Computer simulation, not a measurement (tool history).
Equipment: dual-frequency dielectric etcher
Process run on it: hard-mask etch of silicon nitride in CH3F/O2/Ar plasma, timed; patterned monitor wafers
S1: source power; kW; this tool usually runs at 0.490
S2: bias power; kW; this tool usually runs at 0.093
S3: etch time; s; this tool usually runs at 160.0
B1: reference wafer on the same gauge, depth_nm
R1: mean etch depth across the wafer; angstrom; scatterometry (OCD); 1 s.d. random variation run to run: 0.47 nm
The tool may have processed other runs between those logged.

{"run": 1, "hour": 0.0, "S1": 0.49, "S2": 0.093, "S3": 160.0, "B1": 109.0, "R1": 1369}
{"run": 2, "hour": 10.8, "S1": 0.49, "S2": 0.093, "S3": 160.0, "B1": 108.9, "R1": 1374}
{"run": 3, "hour": 22.0, "S1": 0.45, "S2": 0.093, "S3": 160.0, "B1": 109.0, "R1": 1312}
{"hour": 56.4, "done": "wet clean of the chamber"}
{"run": 4, "hour": 66.8, "S1": 0.45, "S2": 0.093, "S3": 160.0, "B1": 109.0, "R1": 1178}
{"hour": 83.7, "done": "bias power generator calibrated"}
{"run": 5, "hour": 87.1, "S1": 0.49, "S2": 0.093, "S3": 160.0, "B1": 109.2, "R1": 1234}
{"hour": 151.5, "done": "wet clean of the chamber, repeated, since the last time left the tool worse"}
{"run": 6, "hour": 152.0, "S1": 0.49, "S2": 0.093, "S3": 160.0, "B1": 109.2, "R1": 1329}
{"hour": 194.0, "done": "upper electrode replaced"}
{"run": 7, "hour": 194.5, "S1": 0.49, "S2": 0.093, "S3": 160.0, "B1": 109.0, "R1": 1330}
{"run": 8, "hour": 195.4, "S1": 0.49, "S2": 0.093, "S3": 160.0, "B1": 109.0, "R1": 1333}
{"run": 9, "hour": 207.0, "S1": 0.49, "S2": 0.085, "S3": 160.0, "B1": 109.0, "R1": 1277}
{"run": 10, "hour": 213.4, "S1": 0.49, "S2": 0.085, "S3": 160.0, "B1": 108.9, "R1": 1283}
{"run": 11, "hour": 226.7, "S1": 0.49, "S2": 0.093, "S3": 160.0, "B1": 109.1, "R1": 1328}
{"hour": 241.1, "done": "gauge calibrated"}
{"run": 12, "hour": 261.5, "S1": 0.42, "S2": 0.102, "S3": 160.0, "B1": 109.0, "R1": 1295}
{"hour": 277.8, "done": "source power generator calibrated"}
{"run": 13, "hour": 278.3, "S1": 0.49, "S2": 0.093, "S3": 160.0, "B1": 109.1, "R1": 1344}
{"run": 14, "hour": 290.0, "S1": 0.42, "S2": 0.077, "S3": 124.0, "B1": 109.0, "R1": 884}
{"run": 15, "hour": 297.3, "S1": 0.49, "S2": 0.093, "S3": 160.0, "B1": 109.1, "R1": 1333}
{"run": 16, "hour": 308.1, "S1": 0.54, "S2": 0.11, "S3": 124.0, "B1": 109.1, "R1": 1171}
{"run": 17, "hour": 321.7, "S1": 0.53, "S2": 0.082, "S3": 160.0, "B1": 109.0, "R1": 1314}
{"run": 18, "hour": 328.7, "S1": 0.49, "S2": 0.1, "S3": 197.0, "B1": 108.9, "R1": 1714}
{"run": 19, "hour": 337.7, "S1": 0.6, "S2": 0.093, "S3": 160.0, "B1": 109.1, "R1": 1470}
{"run": 20, "hour": 352.1, "S1": 0.58, "S2": 0.085, "S3": 116.5, "B1": 109.0, "R1": 1019}
{"run": 21, "hour": 365.4, "S1": 0.41, "S2": 0.108, "S3": 160.0, "B1": 109.2, "R1": 1327}
{"run": 22, "hour": 372.0, "S1": 0.59, "S2": 0.114, "S3": 192.0, "B1": 108.9, "R1": 1922}
{"run": 23, "hour": 383.5, "S1": 0.56, "S2": 0.107, "S3": 137.5, "B1": 109.1, "R1": 1313}
{"run": 24, "hour": 390.1, "S1": 0.49, "S2": 0.074, "S3": 135.0, "B1": 109.0, "R1": 1031}
{"run": 25, "hour": 397.7, "S1": 0.61, "S2": 0.093, "S3": 160.0, "B1": 109.0, "R1": 1493}
{"run": 26, "hour": 410.5, "S1": 0.49, "S2": 0.083, "S3": 185.5, "B1": 109.0, "R1": 1493}
{"run": 27, "hour": 426.8, "S1": 0.49, "S2": 0.093, "S3": 123.0, "B1": 108.9, "R1": 1039}
{"run": 28, "hour": 435.8, "S1": 0.53, "S2": 0.087, "S3": 199.5, "B1": 109.0, "R1": 1709}
{"run": 29, "hour": 448.3, "S1": 0.49, "S2": 0.093, "S3": 160.0, "B1": 109.1, "R1": 1354}
{"run": 30, "hour": 460.7, "S1": 0.58, "S2": 0.078, "S3": 200.0, "B1": 109.1, "R1": 1704}

4 ways to go on from here, each from the tool as it stands after run 30. What would each give?
{"run": "A", "hour": 461.2, "S1": 0.49, "S2": 0.093, "S3": 160.0, "B1": "?", "R1": "?"}
{"run": "B", "hour": 461.2, "S1": 0.49, "S2": 0.093, "S3": 175.5, "B1": "?", "R1": "?"}
{"run": "C", "hour": 461.2, "S1": 0.53, "S2": 0.072, "S3": 121.5, "B1": "?", "R1": "?"}
{"run": "D", "hour": 461.2, "S1": 0.49, "S2": 0.086, "S3": 186.0, "B1": "?", "R1": "?"}

run=A B1=109.2 R1=1355
run=B B1=109.2 R1=1486
run=C B1=109.2 R1=956
run=D B1=109.2 R1=1523
Without the tool's hidden state the same runs would have given:
run=A R1=1313
run=B R1=1440
run=C R1=927
run=D R1=1476

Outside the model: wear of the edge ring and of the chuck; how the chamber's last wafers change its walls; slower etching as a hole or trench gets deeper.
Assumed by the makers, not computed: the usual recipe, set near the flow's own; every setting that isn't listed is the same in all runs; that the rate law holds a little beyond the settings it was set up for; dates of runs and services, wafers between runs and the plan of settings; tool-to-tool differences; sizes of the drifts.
